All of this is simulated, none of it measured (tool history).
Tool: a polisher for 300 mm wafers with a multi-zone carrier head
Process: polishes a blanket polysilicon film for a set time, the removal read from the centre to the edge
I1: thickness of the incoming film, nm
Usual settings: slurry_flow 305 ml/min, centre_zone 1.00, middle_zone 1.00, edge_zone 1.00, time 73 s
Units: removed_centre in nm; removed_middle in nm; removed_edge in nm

run 1 day=0.000 | slurry_flow=305 centre_zone=1.00 middle_zone=1.00 edge_zone=1.00 time=73 | I1=2117.0 | removed_centre=451.1 removed_middle=453.6 removed_edge=455.0
run 2 day=0.983 | slurry_flow=305 centre_zone=1.00 middle_zone=1.00 edge_zone=1.00 time=73 | I1=2080.4 | removed_centre=451.8 removed_middle=451.1 removed_edge=452.2
-- day=1.904 worn pad replaced by a new one
run 3 day=1.925 | slurry_flow=305 centre_zone=1.00 middle_zone=1.00 edge_zone=1.00 time=73 | I1=2101.7 | removed_centre=451.4 removed_middle=459.3 removed_edge=458.3
run 4 day=2.529 | slurry_flow=305 centre_zone=1.00 middle_zone=1.00 edge_zone=1.00 time=73 | I1=2065.0 | removed_centre=466.9 removed_middle=461.1 removed_edge=470.6
run 5 day=3.229 | slurry_flow=305 centre_zone=1.00 middle_zone=1.00 edge_zone=1.00 time=73 | I1=2089.5 | removed_centre=457.8 removed_middle=454.6 removed_edge=466.8
run 6 day=3.896 | slurry_flow=305 centre_zone=1.00 middle_zone=1.00 edge_zone=1.00 time=73 | I1=2113.4 | removed_centre=455.1 removed_middle=464.3 removed_edge=466.6
run 7 day=4.929 | slurry_flow=240 centre_zone=1.00 middle_zone=1.00 edge_zone=1.00 time=73 | I1=2124.2 | removed_centre=433.4 removed_middle=430.8 removed_edge=438.9
run 8 day=5.833 | slurry_flow=305 centre_zone=1.00 middle_zone=1.00 edge_zone=1.00 time=73 | I1=2078.4 | removed_centre=437.9 removed_middle=442.3 removed_edge=459.2
run 9 day=6.846 | slurry_flow=305 centre_zone=1.00 middle_zone=1.00 edge_zone=1.00 time=73 | I1=2112.6 | removed_centre=433.5 removed_middle=440.0 removed_edge=450.2
run 10 day=7.796 | slurry_flow=305 centre_zone=1.00 middle_zone=1.00 edge_zone=1.00 time=73 | I1=2060.4 | removed_centre=431.6 removed_middle=431.0 removed_edge=444.4
-- day=8.329 slurry nozzle cleaned
-- day=10.779 worn pad replaced by a new one
-- day=11.042 carrier head's membrane replaced by a new one
run 11 day=11.871 | slurry_flow=255 centre_zone=1.00 middle_zone=0.89 edge_zone=1.04 time=64 | I1=2088.4 | removed_centre=412.8 removed_middle=372.0 removed_edge=423.2
run 12 day=13.083 | slurry_flow=305 centre_zone=1.05 middle_zone=1.00 edge_zone=1.00 time=73 | I1=2071.3 | removed_centre=498.0 removed_middle=465.1 removed_edge=472.5
-- day=13.696 centre zone pressure recalibrated
-- day=15.192 edge zone pressure recalibrated
run 13 day=17.554 | slurry_flow=255 centre_zone=1.00 middle_zone=0.89 edge_zone=1.04 time=64 | I1=2072.2 | removed_centre=384.2 removed_middle=346.2 removed_edge=402.5
run 14 day=18.554 | slurry_flow=380 centre_zone=1.00 middle_zone=1.00 edge_zone=1.00 time=93 | I1=2068.2 | removed_centre=560.6 removed_middle=575.1 removed_edge=595.0
-- day=19.942 worn pad replaced by a new one
run 15 day=19.962 | slurry_flow=270 centre_zone=1.06 middle_zone=1.00 edge_zone=1.04 time=80 | I1=2113.6 | removed_centre=518.5 removed_middle=500.6 removed_edge=513.1
run 16 day=20.583 | slurry_flow=225 centre_zone=1.06 middle_zone=1.03 edge_zone=1.00 time=73 | I1=2092.9 | removed_centre=458.6 removed_middle=445.3 removed_edge=452.6
run 17 day=21.188 | slurry_flow=305 centre_zone=0.93 middle_zone=0.92 edge_zone=1.00 time=73 | I1=2098.7 | removed_centre=422.7 removed_middle=420.5 removed_edge=460.3
run 18 day=21.971 | slurry_flow=305 centre_zone=1.05 middle_zone=1.00 edge_zone=1.00 time=73 | I1=2046.8 | removed_centre=468.3 removed_middle=452.3 removed_edge=467.0
run 19 day=23.162 | slurry_flow=305 centre_zone=1.00 middle_zone=1.00 edge_zone=1.00 time=94 | I1=2054.1 | removed_centre=571.9 removed_middle=573.5 removed_edge=600.5

The tool's hidden state at each run:
deviation of the centre zone's pressure from its setpoint, %: 0 in every run
deviation of the edge zone's pressure from its setpoint, %: 0 in every run
H1: removal rate lost through wear of the pad, %
H2: slurry flow missing at the pad, %
run=1 H1=3.23 H2=24.8
run=2 H1=4.3 H2=27.6
run=3 H1=1.14 H2=30.2
run=4 H1=1.17 H2=31.9
run=5 H1=1.28 H2=33.8
run=6 H1=1.46 H2=35.7
run=7 H1=1.88 H2=38.6
run=8 H1=2.39 H2=41.1
run=9 H1=3.12 H2=43.9
run=10 H1=3.95 H2=46.6
run=11 H1=0.708 H2=12
run=12 H1=1.04 H2=15.4
run=13 H1=4.34 H2=27.8
run=14 H1=5.52 H2=30.6
run=15 H1=0.606 H2=34.6
run=16 H1=0.639 H2=36.3
run=17 H1=0.732 H2=38
run=18 H1=0.94 H2=40.2
run=19 H1=1.45 H2=43.5

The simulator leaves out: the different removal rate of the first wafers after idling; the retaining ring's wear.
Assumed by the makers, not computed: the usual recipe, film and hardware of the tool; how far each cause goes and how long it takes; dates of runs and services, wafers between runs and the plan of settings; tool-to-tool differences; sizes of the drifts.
